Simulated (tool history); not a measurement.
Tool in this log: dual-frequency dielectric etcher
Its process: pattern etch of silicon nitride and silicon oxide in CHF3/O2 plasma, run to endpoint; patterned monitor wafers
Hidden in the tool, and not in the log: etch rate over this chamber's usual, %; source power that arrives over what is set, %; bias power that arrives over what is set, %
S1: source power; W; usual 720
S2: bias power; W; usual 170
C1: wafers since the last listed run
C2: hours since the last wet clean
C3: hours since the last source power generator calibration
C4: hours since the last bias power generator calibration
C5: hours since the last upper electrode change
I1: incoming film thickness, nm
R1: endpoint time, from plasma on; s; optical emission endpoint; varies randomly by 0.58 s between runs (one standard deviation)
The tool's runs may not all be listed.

{"run": 1, "hour": 0.0, "S1": 720, "S2": 170, "C1": 0, "C2": 449.9, "C3": 2550.8, "C4": 1777.8, "C5": 2405.7, "I1": 228.4, "R1": 147.0}
{"run": 2, "hour": 38.8, "S1": 720, "S2": 170, "C1": 393, "C2": 488.7, "C3": 2589.6, "C4": 1816.6, "C5": 2444.5, "I1": 231.3, "R1": 148.2}
{"run": 3, "hour": 78.0, "S1": 720, "S2": 170, "C1": 397, "C2": 527.9, "C3": 2628.8, "C4": 1855.8, "C5": 2483.7, "I1": 233.3, "R1": 149.5}
{"hour": 111.0, "done": "wet clean of the chamber"}
{"run": 4, "hour": 144.3, "S1": 580, "S2": 200, "C1": 428, "C2": 33.3, "C3": 2695.1, "C4": 1922.1, "C5": 2550.0, "I1": 229.2, "R1": 154.6}
{"run": 5, "hour": 203.3, "S1": 580, "S2": 200, "C1": 597, "C2": 92.3, "C3": 2754.1, "C4": 1981.1, "C5": 2609.0, "I1": 230.6, "R1": 155.4}
{"run": 6, "hour": 230.8, "S1": 580, "S2": 200, "C1": 278, "C2": 119.8, "C3": 2781.6, "C4": 2008.6, "C5": 2636.5, "I1": 230.1, "R1": 154.8}
{"run": 7, "hour": 282.6, "S1": 720, "S2": 170, "C1": 524, "C2": 171.6, "C3": 2833.4, "C4": 2060.4, "C5": 2688.3, "I1": 230.1, "R1": 146.8}
{"run": 8, "hour": 331.5, "S1": 720, "S2": 170, "C1": 495, "C2": 220.5, "C3": 2882.3, "C4": 2109.3, "C5": 2737.2, "I1": 231.2, "R1": 149.2}
{"run": 9, "hour": 369.5, "S1": 720, "S2": 170, "C1": 385, "C2": 258.5, "C3": 2920.3, "C4": 2147.3, "C5": 2775.2, "I1": 231.8, "R1": 148.3}
{"run": 10, "hour": 399.9, "S1": 720, "S2": 170, "C1": 308, "C2": 288.9, "C3": 2950.7, "C4": 2177.7, "C5": 2805.6, "I1": 228.5, "R1": 146.4}
{"run": 11, "hour": 461.8, "S1": 720, "S2": 170, "C1": 627, "C2": 350.8, "C3": 3012.6, "C4": 2239.6, "C5": 2867.5, "I1": 233.4, "R1": 150.6}
{"run": 12, "hour": 523.9, "S1": 720, "S2": 170, "C1": 629, "C2": 412.9, "C3": 3074.7, "C4": 2301.7, "C5": 2929.6, "I1": 228.0, "R1": 146.3}
{"hour": 582.5, "done": "source power generator calibrated"}
{"run": 13, "hour": 587.4, "S1": 720, "S2": 170, "C1": 602, "C2": 476.4, "C3": 4.9, "C4": 2365.2, "C5": 2993.1, "I1": 229.3, "R1": 147.4}
{"run": 14, "hour": 617.3, "S1": 720, "S2": 170, "C1": 302, "C2": 506.3, "C3": 34.8, "C4": 2395.1, "C5": 3023.0, "I1": 230.9, "R1": 148.8}
{"hour": 647.1, "done": "wet clean of the chamber"}
{"run": 15, "hour": 679.0, "S1": 720, "S2": 170, "C1": 381, "C2": 31.9, "C3": 96.5, "C4": 2456.8, "C5": 3084.7, "I1": 231.8, "R1": 149.0}
{"run": 16, "hour": 711.4, "S1": 650, "S2": 170, "C1": 328, "C2": 64.3, "C3": 128.9, "C4": 2489.2, "C5": 3117.1, "I1": 229.0, "R1": 154.2}
{"run": 17, "hour": 745.4, "S1": 570, "S2": 170, "C1": 344, "C2": 98.3, "C3": 162.9, "C4": 2523.2, "C5": 3151.1, "I1": 231.0, "R1": 165.5}
{"run": 18, "hour": 815.8, "S1": 720, "S2": 170, "C1": 713, "C2": 168.7, "C3": 233.3, "C4": 2593.6, "C5": 3221.5, "I1": 229.5, "R1": 147.6}

What does the tool deliver on the next run?
{"hour": 862.5, "done": "upper electrode replaced"}
{"run": 19, "hour": 863.0, "S1": 720, "S2": 170, "C1": 235, "C2": 215.9, "C3": 280.5, "C4": 2640.8, "C5": 0.5, "I1": 228.7, "R1": "?"}

Run 19 measured R1 147.7 s.
On a tool with no hidden condition, and with the same random variation, this run would have come out at R1 147.7 s.

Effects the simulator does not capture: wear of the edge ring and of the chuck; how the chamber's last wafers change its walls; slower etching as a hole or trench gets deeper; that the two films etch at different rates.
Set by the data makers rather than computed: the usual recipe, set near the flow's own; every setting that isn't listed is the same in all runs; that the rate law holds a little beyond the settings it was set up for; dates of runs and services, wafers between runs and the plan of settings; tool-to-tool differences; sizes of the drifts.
